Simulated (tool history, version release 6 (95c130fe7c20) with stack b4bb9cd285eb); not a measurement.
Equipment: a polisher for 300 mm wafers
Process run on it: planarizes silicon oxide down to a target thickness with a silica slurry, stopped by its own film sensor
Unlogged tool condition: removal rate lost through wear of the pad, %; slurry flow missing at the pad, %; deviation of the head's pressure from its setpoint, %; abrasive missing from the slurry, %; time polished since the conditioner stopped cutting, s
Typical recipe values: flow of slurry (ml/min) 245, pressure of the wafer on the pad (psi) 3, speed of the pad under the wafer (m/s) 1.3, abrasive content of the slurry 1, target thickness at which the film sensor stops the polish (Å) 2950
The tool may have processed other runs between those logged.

run	hour	flow of slurry (ml/min)	pressure of the wafer on the pad (psi)	speed of the pad under the wafer (m/s)	abrasive content of the slurry	target thickness at which the film sensor stops the polish (Å)	wafers since the last listed run	wafers polished on this pad	hours since the slurry nozzle was cleaned	hours since the head pressure was calibrated	hours since the slurry blender was calibrated	hours since the conditioning disc was replaced	incoming thickness of the incoming film, nm	time until the film sensor stopped the polish (s)
1	0	245	3	1.3	1	2950	0	1747	542	15.8	197.6	404.4	579.4	172.8
# hour 75.6: worn pad replaced by a new one
2	105.8	245	3	1.3	1	2950	661	196	647.8	121.6	303.4	510.2	576.1	159.4
# hour 118: slurry blender recalibrated
3	188.9	245	3	1.3	1	2950	527	723	730.9	204.7	70.9	593.3	576.8	154.9
# hour 231.3: conditioning disc replaced and pad reconditioned
4	262.4	310	3	1.3	1	2950	464	1188	804.4	278.2	144.4	31.1	573	163.5
# hour 317.5: slurry nozzle cleaned
# hour 322.4: head pressure recalibrated
5	360.8	310	3	1.3	1	2950	620	1808	43.3	38.4	242.8	129.5	563.7	159.9
# hour 397.2: worn pad replaced by a new one
# hour 430.7: slurry blender recalibrated
6	467.9	310	3	1.3	1	2950	657	446	150.4	145.5	37.2	236.6	575.2	151.4
7	564	275	2.4	1.3	1	2950	624	1071	246.5	241.6	133.3	332.7	576.6	186.7
8	656.5	245	3	1.3	1	2950	601	1673	339	334.1	225.8	425.2	562.9	161.7
# hour 699.9: head pressure recalibrated
# hour 732.5: conditioning disc replaced and pad reconditioned
# hour 739.9: worn pad replaced by a new one
9	749.1	245	3	1.3	1	2950	550	59	431.6	49.2	318.4	16.6	571.4	145.7
# hour 779: slurry blender recalibrated
10	791.7	245	3	1.3	1	2950	264	323	474.2	91.8	12.7	59.2	569.6	144.4
11	841.1	245	3	1.3	1	2950	321	644	523.6	141.2	62.1	108.6	570.4	151.7
12	967.4	245	2.3	1.3	1	2950	821	1466	649.9	267.5	188.4	234.9	570.5	189.9
# hour 973.2: slurry nozzle cleaned
13	1027.2	245	2	1.3	1	3820	382	1848	54	327.3	248.2	294.7	575.4	150.9
# hour 1041.5: head pressure recalibrated
# hour 1122.3: worn pad replaced by a new one
14	1122.6	245	3	1.3	1	2950	581	2	149.4	81.1	343.6	390.1	565.7	156.6
# hour 1160.4: slurry blender recalibrated
15	1220.2	245	3	1.3	1	2950	621	623	247	178.7	59.8	487.7	571.1	161
16	1268.8	310	3	1.3	1	2950	316	939	295.6	227.3	108.4	536.3	582.1	169.9
# hour 1285.7: conditioning disc replaced and pad reconditioned
17	1363.8	190	3	1.3	1	2950	604	1544	390.6	322.3	203.4	78.1	561.6	167
18	1460	245	3	1.06	1.1	2360	625	2170	486.8	418.5	299.6	174.3	577.8	246.2
# hour 1491.5: head pressure recalibrated
# hour 1510.3: worn pad replaced by a new one
19	1538.9	270	3	1.62	1	2950	474	186	565.7	47.4	378.5	253.2	574.1	137.9
# hour 1557: slurry blender recalibrated
20	1594.5	245	4	1.3	0.9	3730	348	534	621.3	103	37.5	308.8	566.4	90.6
# hour 1758.2: slurry nozzle cleaned
21	1762.1	285	3	1.52	1.15	2950	1083	1618	3.9	270.6	205.1	476.4	569.2	142.5

Each row is a separate what-if for the run after 21, all from the same tool condition, not one after another. Results?
A	1762.6	245	3	1.3	1	2950	3	1621	4.4	271.1	205.6	476.9	575.6	?
B	1762.6	245	3	1.3	1.25	2950	3	1621	4.4	271.1	205.6	476.9	575.6	?
C	1762.6	245	2.4	1.3	1	2440	3	1621	4.4	271.1	205.6	476.9	575.6	?

run	time until the film sensor stopped the polish (s)
A	170.7
B	156.4
C	230.6
Had the tool no hidden state, the same runs would have come out as:
run	time until the film sensor stopped the polish (s)
A	139.4
B	128.3
C	188.3
